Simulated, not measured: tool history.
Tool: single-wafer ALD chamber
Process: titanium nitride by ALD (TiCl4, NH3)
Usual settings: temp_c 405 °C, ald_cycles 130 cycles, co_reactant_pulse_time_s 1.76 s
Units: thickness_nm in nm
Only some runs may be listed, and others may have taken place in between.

| run | hour | temp_c | ald_cycles | co_reactant_pulse_time_s | read-back reference wafer on the same gauge, thickness_nm | thickness_nm |
|---|---|---|---|---|---|---|
| 1 | 0.0 | 405 | 130 | 1.76 | 2.936 | 2.792 |
| 2 | 63.7 | 405 | 130 | 1.76 | 2.934 | 2.772 |
| 3 | 122.8 | 405 | 130 | 1.76 | 2.931 | 2.770 |
| 4 | 188.6 | 405 | 130 | 1.52 | 2.931 | 2.753 |
| 5 | 238.8 | 405 | 130 | 1.52 | 2.930 | 2.754 |
| 6 | 274.5 | 405 | 130 | 1.52 | 2.927 | 2.752 |
| 7 | 324.3 | 405 | 130 | 1.76 | 2.930 | 2.778 |
| 8 | 374.4 | 405 | 130 | 1.76 | 2.930 | 2.755 |
| 9 | 422.3 | 405 | 130 | 1.76 | 2.926 | 2.765 |
| 10 | 462.9 | 405 | 130 | 1.76 | 2.924 | 2.774 |
| 11 | 530.7 | 405 | 130 | 1.76 | 2.924 | 2.752 |
| 12 | 599.3 | 405 | 130 | 1.76 | 2.925 | 2.761 |
| 13 | 646.0 | 405 | 145 | 2.30 | 2.921 | 3.095 |
| 14 | 683.7 | 405 | 145 | 2.30 | 2.919 | 3.114 |
|  | 746.6 | thermocouple changed; heater temperature recalibrated |
| 15 | 753.4 | 405 | 130 | 2.08 | 2.925 | 2.780 |
|  | 775.7 | gauge calibrated |
| 16 | 815.0 | 405 | 130 | 2.08 | 3.004 | 2.845 |
| 17 | 868.2 | 405 | 130 | 2.08 | 2.998 | 2.848 |
| 18 | 916.1 | 405 | 130 | 1.76 | 2.989 | 2.832 |
| 19 | 963.4 | 417 | 116 | 1.41 | 2.985 | 2.528 |
| 20 | 1027.2 | 405 | 130 | 1.25 | 2.977 | 2.787 |
| 21 | 1190.4 | 396 | 151 | 1.76 | 2.969 | 3.238 |
| 22 | 1225.7 | 405 | 130 | 1.76 | 2.967 | 2.803 |
| 23 | 1271.6 | 392 | 109 | 2.34 | 2.958 | 2.343 |
| 24 | 1303.4 | 394 | 145 | 2.08 | 2.960 | 3.122 |
| 25 | 1373.3 | 415 | 130 | 1.76 | 2.958 | 2.807 |
|  | 1401.7 | showerhead replaced |
| 26 | 1413.4 | 405 | 130 | 1.76 | 2.957 | 2.797 |
| 27 | 1447.9 | 405 | 119 | 1.76 | 2.955 | 2.549 |
| 28 | 1489.0 | 405 | 130 | 1.76 | 2.949 | 2.785 |
| 29 | 1522.8 | 405 | 122 | 1.76 | 2.950 | 2.627 |
| 30 | 1552.6 | 398 | 123 | 1.11 | 2.951 | 2.591 |
| 31 | 1599.2 | 411 | 119 | 1.13 | 2.948 | 2.516 |
| 32 | 1651.0 | 401 | 118 | 1.76 | 2.946 | 2.521 |
| 33 | 1705.3 | 405 | 108 | 1.16 | 2.947 | 2.288 |
| 34 | 1749.1 | 405 | 130 | 2.29 | 2.943 | 2.815 |
| 35 | 1788.3 | 405 | 130 | 1.76 | 2.945 | 2.777 |
| 36 | 1853.0 | 417 | 139 | 1.76 | 2.941 | 2.996 |
| 37 | 1881.5 | 405 | 145 | 2.30 | 2.940 | 3.114 |

Some steps in thickness_nm, run to run, broken into two amounts with sign: the step expected even without the hidden condition (settings, incoming material, random variation), and the rest, left for the hidden condition together with whatever gauge scatter is not in both the measured and the hidden-condition-free result:
Unlogged tool condition in this case: wafer temperature above the value expected at the setpoint (K); gauge reads high (%).
Run 15 -> 16: gauge calibrated. thickness_nm +0.065 nm: hidden state +0.077, all else -0.012.
Run 20 -> 21: temp_c 405 -> 396, ald_cycles 130 -> 151, co_reactant_pulse_time_s 1.25 -> 1.76. thickness_nm +0.451 nm: hidden state -0.017, all else +0.468.
Run 22 -> 23: temp_c 405 -> 392, ald_cycles 130 -> 109, co_reactant_pulse_time_s 1.76 -> 2.34. thickness_nm -0.460 nm: hidden state +0.003, all else -0.463.
Run 23 -> 24: temp_c 392 -> 394, ald_cycles 109 -> 145, co_reactant_pulse_time_s 2.34 -> 2.08. thickness_nm +0.779 nm: hidden state -0.012, all else +0.791.
Run 33 -> 34: ald_cycles 108 -> 130, co_reactant_pulse_time_s 1.16 -> 2.29. thickness_nm +0.527 nm: hidden state -0.012, all else +0.539.

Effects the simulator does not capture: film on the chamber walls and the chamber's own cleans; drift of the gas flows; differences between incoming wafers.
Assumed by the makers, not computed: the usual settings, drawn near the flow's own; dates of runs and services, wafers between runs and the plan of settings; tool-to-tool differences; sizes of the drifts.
